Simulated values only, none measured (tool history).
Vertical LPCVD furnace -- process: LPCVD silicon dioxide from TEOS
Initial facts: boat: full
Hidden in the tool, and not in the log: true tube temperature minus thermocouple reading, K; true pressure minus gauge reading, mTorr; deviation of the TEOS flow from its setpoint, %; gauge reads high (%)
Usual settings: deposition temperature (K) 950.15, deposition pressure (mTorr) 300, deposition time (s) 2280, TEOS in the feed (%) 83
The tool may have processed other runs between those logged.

run   hour  deposition temperature (K)  deposition pressure (mTorr)  deposition time (s)  TEOS in the feed (%)  wafers since the last listed run  hours since the last temperature calibration  hours since the pressure gauge was zeroed  hours since the TEOS flow controller was replaced  hours since the gauge calibration  read-back reference wafer on the same gauge, thickness  film thickness on the monitor wafer in the middle of the boat (nm)
  1    0.0                      950.15                          300                 2280                    76                                 0                                        2244.7                                     2253.3                                             7328.6                               88.1                                                  169.59                                                              186.97
  2   15.7                      950.15                          300                 2280                    76                               326                                        2260.4                                     2269.0                                             7344.3                              103.8                                                  169.65                                                              186.75
  3   32.9                      950.15                          300                 2280                    83                               357                                        2277.6                                     2286.2                                             7361.5                              121.0                                                  169.36                                                              195.29
  4   53.9                      950.15                          300                 2280                    83                               436                                        2298.6                                     2307.2                                             7382.5                              142.0                                                  169.44                                                              194.23
  5   69.5                      950.15                          300                 2280                    83                               324                                        2314.2                                     2322.8                                             7398.1                              157.6                                                  169.24                                                              194.77
  6   95.6                      950.15                          300                 2280                    83                               542                                        2340.3                                     2348.9                                             7424.2                              183.7                                                  168.88                                                              194.24
  7  127.7                      950.15                          300                 2280                    83                               666                                        2372.4                                     2381.0                                             7456.3                              215.8                                                  169.03                                                              195.52
  8  143.0                      950.15                          300                 2760                    83                               317                                        2387.7                                     2396.3                                             7471.6                              231.1                                                  168.64                                                              234.82
     176.9  -- TEOS flow controller replaced
  9  177.4                      950.15                          300                 2280                    71                               216                                        2422.1                                     2430.7                                                0.5                              265.5                                                  168.25                                                              177.27
 10  190.3                      950.15                          300                 2280                    71                               267                                        2435.0                                     2443.6                                               13.4                              278.4                                                  168.24                                                              179.10
     217.5  -- pressure gauge zeroed
 11  218.0                      950.15                          300                 2280                    71                                76                                        2462.7                                        0.5                                               41.1                              306.1                                                  167.92                                                              179.64
 12  234.8                      950.15                          280                 2280                    83                               348                                        2479.5                                       17.3                                               57.9                              322.9                                                  167.98                                                              187.04
 13  261.9                      950.15                          300                 2280                    83                               562                                        2506.6                                       44.4                                               85.0                              350.0                                                  167.96                                                              193.14
 14  280.9                      950.15                          300                 2280                    83                               394                                        2525.6                                       63.4                                              104.0                              369.0                                                  167.61                                                              192.72
 15  312.7                      954.15                          300                 2280                    94                               660                                        2557.4                                       95.2                                              135.8                              400.8                                                  167.72                                                              226.50
 16  339.5                      950.15                          300                 3150                    83                               556                                        2584.2                                      122.0                                              162.6                              427.6                                                  167.35                                                              267.63
     342.0  -- gauge calibrated
 17  356.3                      950.15                          340                 2280                    93                               348                                        2601.0                                      138.8                                              179.4                               14.3                                                  169.96                                                              221.23
 18  371.7                      950.15                          300                 1470                    83                               319                                        2616.4                                      154.2                                              194.8                               29.7                                                  169.99                                                              126.27
     412.0  -- thermocouples replaced and temperature profile calibrated
 19  412.5                      940.15                          300                 2280                    67                               348                                           0.5                                      195.0                                              235.6                               70.5                                                  169.47                                                              136.70
 20  416.8                      950.15                          340                 2280                    93                                89                                           4.8                                      199.3                                              239.9                               74.8                                                  169.69                                                              218.98

Predict the results of run 21:
 21  435.0                      954.15                          340                 2700                    83                               378                                          23.0                                      217.5                                              258.1                               93.0                                                       ?                                                                   ?

{"run 21": {"read-back reference wafer on the same gauge, thickness": 169.53, "film thickness on the monitor wafer in the middle of the boat (nm)": 273.72}}
If the tool had no hidden condition, the same run with the same run-to-run variation would have returned film thickness on the monitor wafer in the middle of the boat (nm) 274.53.
